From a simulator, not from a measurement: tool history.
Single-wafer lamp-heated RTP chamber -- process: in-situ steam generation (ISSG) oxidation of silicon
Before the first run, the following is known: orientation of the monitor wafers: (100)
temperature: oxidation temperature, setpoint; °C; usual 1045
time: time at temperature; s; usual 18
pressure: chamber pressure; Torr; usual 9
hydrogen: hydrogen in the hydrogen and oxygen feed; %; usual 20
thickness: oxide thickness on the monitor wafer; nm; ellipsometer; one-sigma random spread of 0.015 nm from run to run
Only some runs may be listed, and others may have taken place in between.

run	hour	temperature	time	pressure	hydrogen	wafers since the last listed run	wafers since the last pyrometer calibration	hours since the pressure gauge was zeroed	hours since the hydrogen flow controller was replaced	hours since the gauge calibration	read-back reference wafer on the same gauge, thickness	thickness
1	0	1045	18	10.1	26	0	1397	4342.9	4930.2	703.8	6.271	6.308
2	63.4	1045	22	9	20	1004	2401	4406.3	4993.6	767.2	6.266	6.743
3	122.9	1045	18	9	20	942	3344	4465.8	5053.1	826.7	6.272	6.134
4	187.6	1045	18	9	20	1025	4369	4530.5	5117.8	891.4	6.273	6.133
5	291.4	1045	18	9	20	1644	6014	4634.3	5221.6	995.2	6.271	6.27
# hour 336.7: pyrometer window cleaned and pyrometer calibrated
6	347.7	1045	18	9	20	765	174	4690.6	5277.9	1051.5	6.278	6.042
7	444.4	1045	18	9	20	1532	1707	4787.3	5374.6	1148.2	6.268	6.05
8	532.4	1045	18	9	20	1394	3101	4875.3	5462.6	1236.2	6.267	6.1
9	613.5	1045	18	9	20	1285	4386	4956.4	5543.7	1317.3	6.276	6.157
# hour 684.7: pyrometer window cleaned and pyrometer calibrated
10	702.3	1045	18	9	20	1280	278	5045.2	5632.5	1406.1	6.272	6.033
11	781.3	1045	13	9	20	1251	1530	5124.2	5711.5	1485.1	6.271	5.127
12	843.8	1038	18	9	20	990	2520	5186.7	5774	1547.6	6.264	5.832
13	892.5	1045	18	10.1	26	771	3292	5235.4	5822.7	1596.3	6.273	6.356
14	957.7	1045	18	7.6	20	1033	4325	5300.6	5887.9	1661.5	6.271	6.173
15	1002.2	1064	13	10.1	11	705	5030	5345.1	5932.4	1706	6.273	5.008
# hour 1035.7: hydrogen flow controller replaced
# hour 1054: pyrometer window cleaned and pyrometer calibrated
16	1092.2	1052	21	9	23	1172	605	5435.1	56.5	1796	6.269	7.021
# hour 1123.2: pressure gauge zeroed
# hour 1136.5: gauge calibrated
17	1157.6	1045	20	9	25	909	1514	34.4	121.9	21.1	6.267	6.741
18	1256	1060	22	9.6	15	1559	3074	132.8	220.3	119.5	6.273	6.852
19	1333.2	1039	18	7.7	20	1223	4297	210	297.5	196.7	6.265	6.017
# hour 1430.9: pyrometer window cleaned and pyrometer calibrated
20	1432.8	1038	18	9	14	1451	30	309.6	397.1	296.3	6.267	5.393
21	1484.5	1045	18	9	20	819	849	361.3	448.8	348	6.269	6.071
22	1543.7	1045	18	8.1	20	938	1787	420.5	508	407.2	6.271	6.117

What if the next run were any one of these 3? Each begins from the tool's condition after run 22:
A	1544.1	1032	18	9	20	6	1794	420.9	508.4	407.6	?	?
B	1544.1	1045	18	7.7	24	6	1794	420.9	508.4	407.6	?	?
C	1544.1	1062	13	7.8	14	6	1794	420.9	508.4	407.6	?	?

run	read-back reference wafer on the same gauge, thickness	thickness
A	6.27	5.675
B	6.27	6.381
C	6.27	5.181
Stripped of hidden state, with their random variation kept, the same runs would have yielded:
run	thickness
A	5.63
B	6.327
C	5.137
